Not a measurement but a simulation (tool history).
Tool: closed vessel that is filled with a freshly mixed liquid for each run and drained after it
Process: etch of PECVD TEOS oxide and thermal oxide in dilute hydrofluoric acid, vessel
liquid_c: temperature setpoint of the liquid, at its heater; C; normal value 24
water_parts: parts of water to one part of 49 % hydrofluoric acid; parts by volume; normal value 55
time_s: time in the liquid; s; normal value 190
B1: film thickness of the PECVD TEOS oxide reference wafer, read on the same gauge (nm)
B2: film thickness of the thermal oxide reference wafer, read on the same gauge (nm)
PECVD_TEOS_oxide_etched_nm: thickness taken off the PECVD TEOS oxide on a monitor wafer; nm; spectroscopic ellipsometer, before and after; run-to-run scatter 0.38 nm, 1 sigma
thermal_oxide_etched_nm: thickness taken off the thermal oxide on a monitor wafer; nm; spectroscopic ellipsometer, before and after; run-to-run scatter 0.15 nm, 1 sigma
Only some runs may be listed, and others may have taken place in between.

{"run": 1, "hour": 0.0, "liquid_c": 24, "water_parts": 55, "time_s": 190, "B1": 100.02, "B2": 69.98, "PECVD_TEOS_oxide_etched_nm": 52.3, "thermal_oxide_etched_nm": 15.61}
{"run": 2, "hour": 10.0, "liquid_c": 24, "water_parts": 55, "time_s": 190, "B1": 100.05, "B2": 69.96, "PECVD_TEOS_oxide_etched_nm": 52.34, "thermal_oxide_etched_nm": 15.15}
{"run": 3, "hour": 24.5, "liquid_c": 24, "water_parts": 55, "time_s": 190, "B1": 99.97, "B2": 69.98, "PECVD_TEOS_oxide_etched_nm": 52.38, "thermal_oxide_etched_nm": 15.46}
{"run": 4, "hour": 34.7, "liquid_c": 24, "water_parts": 55, "time_s": 280, "B1": 100.01, "B2": 70.02, "PECVD_TEOS_oxide_etched_nm": 77.42, "thermal_oxide_etched_nm": 22.45}
{"run": 5, "hour": 51.9, "liquid_c": 24, "water_parts": 55, "time_s": 280, "B1": 99.99, "B2": 70.02, "PECVD_TEOS_oxide_etched_nm": 77.52, "thermal_oxide_etched_nm": 22.83}
{"run": 6, "hour": 68.4, "liquid_c": 24, "water_parts": 65, "time_s": 190, "B1": 99.99, "B2": 70, "PECVD_TEOS_oxide_etched_nm": 43.67, "thermal_oxide_etched_nm": 12.75}
{"run": 7, "hour": 75.8, "liquid_c": 24, "water_parts": 65, "time_s": 190, "B1": 99.99, "B2": 69.97, "PECVD_TEOS_oxide_etched_nm": 43.1, "thermal_oxide_etched_nm": 12.74}
{"run": 8, "hour": 82.7, "liquid_c": 24, "water_parts": 55, "time_s": 190, "B1": 99.99, "B2": 70.01, "PECVD_TEOS_oxide_etched_nm": 52.16, "thermal_oxide_etched_nm": 15.37}
{"run": 9, "hour": 98.8, "liquid_c": 24, "water_parts": 55, "time_s": 190, "B1": 100.05, "B2": 69.99, "PECVD_TEOS_oxide_etched_nm": 52.36, "thermal_oxide_etched_nm": 15.41}
{"run": 10, "hour": 107.7, "liquid_c": 24, "water_parts": 55, "time_s": 190, "B1": 100.04, "B2": 70.01, "PECVD_TEOS_oxide_etched_nm": 52.27, "thermal_oxide_etched_nm": 15.14}
{"hour": 113.7, "done": "gauge calibrated"}
{"run": 11, "hour": 119.2, "liquid_c": 24, "water_parts": 55, "time_s": 190, "B1": 100, "B2": 69.98, "PECVD_TEOS_oxide_etched_nm": 53.09, "thermal_oxide_etched_nm": 15.4}
{"run": 12, "hour": 135.8, "liquid_c": 21.5, "water_parts": 35, "time_s": 240, "B1": 100.06, "B2": 70.02, "PECVD_TEOS_oxide_etched_nm": 95.22, "thermal_oxide_etched_nm": 28.06}
{"hour": 137.8, "done": "hydrofluoric acid flow meter replaced"}
{"run": 13, "hour": 164.8, "liquid_c": 24, "water_parts": 70, "time_s": 190, "B1": 100.03, "B2": 70, "PECVD_TEOS_oxide_etched_nm": 37.58, "thermal_oxide_etched_nm": 10.89}
{"run": 14, "hour": 173.1, "liquid_c": 24, "water_parts": 55, "time_s": 190, "B1": 100.04, "B2": 69.99, "PECVD_TEOS_oxide_etched_nm": 49.26, "thermal_oxide_etched_nm": 14.23}
{"run": 15, "hour": 181.4, "liquid_c": 27.5, "water_parts": 30, "time_s": 135, "B1": 100.02, "B2": 70.02, "PECVD_TEOS_oxide_etched_nm": 76.71, "thermal_oxide_etched_nm": 22.34}
{"hour": 202.3, "done": "hydrofluoric acid flow meter replaced, repeated, since the last time left the tool worse"}
{"run": 16, "hour": 224.7, "liquid_c": 21.5, "water_parts": 35, "time_s": 240, "B1": 100, "B2": 69.99, "PECVD_TEOS_oxide_etched_nm": 106.21, "thermal_oxide_etched_nm": 31.33}
{"hour": 238.3, "done": "thermometer replaced"}
{"run": 17, "hour": 238.7, "liquid_c": 24, "water_parts": 55, "time_s": 280, "B1": 100.01, "B2": 70, "PECVD_TEOS_oxide_etched_nm": 86.15, "thermal_oxide_etched_nm": 25.31}
{"run": 18, "hour": 244.8, "liquid_c": 28, "water_parts": 70, "time_s": 190, "B1": 100, "B2": 70.01, "PECVD_TEOS_oxide_etched_nm": 51.79, "thermal_oxide_etched_nm": 15.6}
{"run": 19, "hour": 262.4, "liquid_c": 22, "water_parts": 40, "time_s": 160, "B1": 100, "B2": 69.97, "PECVD_TEOS_oxide_etched_nm": 63.6, "thermal_oxide_etched_nm": 18.69}
{"run": 20, "hour": 273.4, "liquid_c": 24, "water_parts": 55, "time_s": 190, "B1": 100.03, "B2": 69.99, "PECVD_TEOS_oxide_etched_nm": 58.31, "thermal_oxide_etched_nm": 17.14}
{"run": 21, "hour": 280.8, "liquid_c": 28, "water_parts": 55, "time_s": 190, "B1": 100.04, "B2": 70.02, "PECVD_TEOS_oxide_etched_nm": 67.59, "thermal_oxide_etched_nm": 20.12}
{"run": 22, "hour": 294.1, "liquid_c": 21, "water_parts": 55, "time_s": 190, "B1": 100.04, "B2": 69.99, "PECVD_TEOS_oxide_etched_nm": 51.85, "thermal_oxide_etched_nm": 15.13}
{"run": 23, "hour": 310.5, "liquid_c": 24, "water_parts": 75, "time_s": 190, "B1": 100.04, "B2": 70.01, "PECVD_TEOS_oxide_etched_nm": 41.5, "thermal_oxide_etched_nm": 12.22}
{"run": 24, "hour": 319.1, "liquid_c": 25.5, "water_parts": 70, "time_s": 275, "B1": 99.97, "B2": 69.99, "PECVD_TEOS_oxide_etched_nm": 69.08, "thermal_oxide_etched_nm": 20.28}
{"run": 25, "hour": 333.6, "liquid_c": 24, "water_parts": 35, "time_s": 190, "B1": 99.98, "B2": 70.01, "PECVD_TEOS_oxide_etched_nm": 92.63, "thermal_oxide_etched_nm": 27.44}
{"hour": 345.2, "done": "gauge calibrated"}
{"run": 26, "hour": 385.4, "liquid_c": 24, "water_parts": 55, "time_s": 190, "B1": 100.03, "B2": 69.98, "PECVD_TEOS_oxide_etched_nm": 56.86, "thermal_oxide_etched_nm": 16.86}
{"run": 27, "hour": 391.8, "liquid_c": 25.5, "water_parts": 55, "time_s": 190, "B1": 100.02, "B2": 70, "PECVD_TEOS_oxide_etched_nm": 61.54, "thermal_oxide_etched_nm": 17.75}

Forecast each of these 3 alternatives for the next run:
{"run": "A", "hour": 392.5, "liquid_c": 24, "water_parts": 55, "time_s": 120, "B1": "?", "B2": "?", "PECVD_TEOS_oxide_etched_nm": "?", "thermal_oxide_etched_nm": "?"}
{"run": "B", "hour": 392.5, "liquid_c": 21.5, "water_parts": 40, "time_s": 130, "B1": "?", "B2": "?", "PECVD_TEOS_oxide_etched_nm": "?", "thermal_oxide_etched_nm": "?"}
{"run": "C", "hour": 392.5, "liquid_c": 24, "water_parts": 40, "time_s": 245, "B1": "?", "B2": "?", "PECVD_TEOS_oxide_etched_nm": "?", "thermal_oxide_etched_nm": "?"}

run=A B1=99.99 B2=70.01 PECVD_TEOS_oxide_etched_nm=35.96 thermal_oxide_etched_nm=10.65
run=B B1=99.99 B2=70.01 PECVD_TEOS_oxide_etched_nm=49.22 thermal_oxide_etched_nm=14.57
run=C B1=99.99 B2=70.01 PECVD_TEOS_oxide_etched_nm=102.99 thermal_oxide_etched_nm=30.49
Stripped of hidden state, with their random variation kept, the same runs would have yielded:
run=A PECVD_TEOS_oxide_etched_nm=36.39 thermal_oxide_etched_nm=10.77
run=B PECVD_TEOS_oxide_etched_nm=49.8 thermal_oxide_etched_nm=14.74
run=C PECVD_TEOS_oxide_etched_nm=104.21 thermal_oxide_etched_nm=30.86
